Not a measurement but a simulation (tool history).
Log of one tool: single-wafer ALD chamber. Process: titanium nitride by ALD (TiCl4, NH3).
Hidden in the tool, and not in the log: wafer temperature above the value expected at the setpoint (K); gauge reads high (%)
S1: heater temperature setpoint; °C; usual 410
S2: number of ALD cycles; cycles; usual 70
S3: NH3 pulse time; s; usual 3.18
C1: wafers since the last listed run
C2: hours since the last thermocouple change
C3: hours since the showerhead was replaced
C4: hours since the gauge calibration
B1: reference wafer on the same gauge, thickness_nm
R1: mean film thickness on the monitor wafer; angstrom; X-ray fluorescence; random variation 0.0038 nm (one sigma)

{"run": 1, "hour": 0.0, "S1": 410, "S2": 70, "S3": 3.18, "C1": 0, "C2": 1214.1, "C3": 5442.7, "C4": 284.3, "B1": 1.637, "R1": 15.47}
{"run": 2, "hour": 18.8, "S1": 410, "S2": 70, "S3": 3.18, "C1": 42, "C2": 1232.9, "C3": 5461.5, "C4": 303.1, "B1": 1.639, "R1": 15.45}
{"run": 3, "hour": 36.3, "S1": 410, "S2": 70, "S3": 3.18, "C1": 39, "C2": 1250.4, "C3": 5479.0, "C4": 320.6, "B1": 1.636, "R1": 15.4}
{"run": 4, "hour": 59.6, "S1": 410, "S2": 70, "S3": 3.18, "C1": 52, "C2": 1273.7, "C3": 5502.3, "C4": 343.9, "B1": 1.64, "R1": 15.47}
{"run": 5, "hour": 76.2, "S1": 410, "S2": 70, "S3": 3.18, "C1": 37, "C2": 1290.3, "C3": 5518.9, "C4": 360.5, "B1": 1.639, "R1": 15.39}
{"run": 6, "hour": 108.1, "S1": 407, "S2": 70, "S3": 3.18, "C1": 71, "C2": 1322.2, "C3": 5550.8, "C4": 392.4, "B1": 1.64, "R1": 15.39}
{"run": 7, "hour": 138.6, "S1": 410, "S2": 70, "S3": 3.18, "C1": 68, "C2": 1352.7, "C3": 5581.3, "C4": 422.9, "B1": 1.642, "R1": 15.51}
{"run": 8, "hour": 154.0, "S1": 410, "S2": 70, "S3": 3.18, "C1": 34, "C2": 1368.1, "C3": 5596.7, "C4": 438.3, "B1": 1.641, "R1": 15.43}
{"run": 9, "hour": 184.5, "S1": 410, "S2": 70, "S3": 3.18, "C1": 68, "C2": 1398.6, "C3": 5627.2, "C4": 468.8, "B1": 1.643, "R1": 15.52}
{"run": 10, "hour": 218.0, "S1": 410, "S2": 77, "S3": 3.18, "C1": 75, "C2": 1432.1, "C3": 5660.7, "C4": 502.3, "B1": 1.644, "R1": 17.0}
{"run": 11, "hour": 231.5, "S1": 410, "S2": 77, "S3": 3.18, "C1": 30, "C2": 1445.6, "C3": 5674.2, "C4": 515.8, "B1": 1.642, "R1": 16.98}
{"hour": 263.1, "done": "gauge calibrated"}
{"hour": 298.0, "done": "thermocouple changed; heater temperature recalibrated"}
{"run": 12, "hour": 312.4, "S1": 410, "S2": 77, "S3": 3.18, "C1": 164, "C2": 14.4, "C3": 5755.1, "C4": 49.3, "B1": 1.621, "R1": 16.68}
{"hour": 321.6, "done": "showerhead replaced"}
{"run": 13, "hour": 332.4, "S1": 410, "S2": 70, "S3": 3.18, "C1": 27, "C2": 34.4, "C3": 10.8, "C4": 69.3, "B1": 1.623, "R1": 15.24}
{"run": 14, "hour": 347.4, "S1": 397, "S2": 75, "S3": 3.18, "C1": 33, "C2": 49.4, "C3": 25.8, "C4": 84.3, "B1": 1.627, "R1": 16.35}
{"run": 15, "hour": 374.0, "S1": 416, "S2": 70, "S3": 4.34, "C1": 59, "C2": 76.0, "C3": 52.4, "C4": 110.9, "B1": 1.63, "R1": 15.43}
{"run": 16, "hour": 392.2, "S1": 410, "S2": 70, "S3": 4.19, "C1": 40, "C2": 94.2, "C3": 70.6, "C4": 129.1, "B1": 1.633, "R1": 15.35}
{"run": 17, "hour": 426.6, "S1": 395, "S2": 70, "S3": 2.32, "C1": 77, "C2": 128.6, "C3": 105.0, "C4": 163.5, "B1": 1.635, "R1": 15.15}
{"run": 18, "hour": 445.0, "S1": 397, "S2": 58, "S3": 2.73, "C1": 41, "C2": 147.0, "C3": 123.4, "C4": 181.9, "B1": 1.635, "R1": 12.63}
{"run": 19, "hour": 470.2, "S1": 410, "S2": 70, "S3": 3.75, "C1": 56, "C2": 172.2, "C3": 148.6, "C4": 207.1, "B1": 1.638, "R1": 15.47}
{"run": 20, "hour": 502.5, "S1": 406, "S2": 70, "S3": 3.18, "C1": 72, "C2": 204.5, "C3": 180.9, "C4": 239.4, "B1": 1.642, "R1": 15.35}
{"run": 21, "hour": 538.3, "S1": 400, "S2": 70, "S3": 3.18, "C1": 80, "C2": 240.3, "C3": 216.7, "C4": 275.2, "B1": 1.641, "R1": 15.42}
{"run": 22, "hour": 557.3, "S1": 410, "S2": 82, "S3": 3.18, "C1": 42, "C2": 259.3, "C3": 235.7, "C4": 294.2, "B1": 1.642, "R1": 18.07}
{"run": 23, "hour": 578.5, "S1": 406, "S2": 84, "S3": 3.18, "C1": 47, "C2": 280.5, "C3": 256.9, "C4": 315.4, "B1": 1.644, "R1": 18.58}
{"run": 24, "hour": 608.1, "S1": 410, "S2": 70, "S3": 3.18, "C1": 66, "C2": 310.1, "C3": 286.5, "C4": 345.0, "B1": 1.642, "R1": 15.36}

What the log doesn't show, run by run:
wafer temperature above the value expected at the setpoint (K): 0 in every run
H1: gauge reads high (%)
run=1 H1=1.7
run=2 H1=1.75
run=3 H1=1.78
run=4 H1=1.83
run=5 H1=1.86
run=6 H1=1.91
run=7 H1=1.95
run=8 H1=1.97
run=9 H1=2
run=10 H1=2.03
run=11 H1=2.04
run=12 H1=0.726
run=13 H1=0.908
run=14 H1=1.03
run=15 H1=1.23
run=16 H1=1.35
run=17 H1=1.54
run=18 H1=1.63
run=19 H1=1.74
run=20 H1=1.85
run=21 H1=1.96
run=22 H1=2.01
run=23 H1=2.06
run=24 H1=2.12
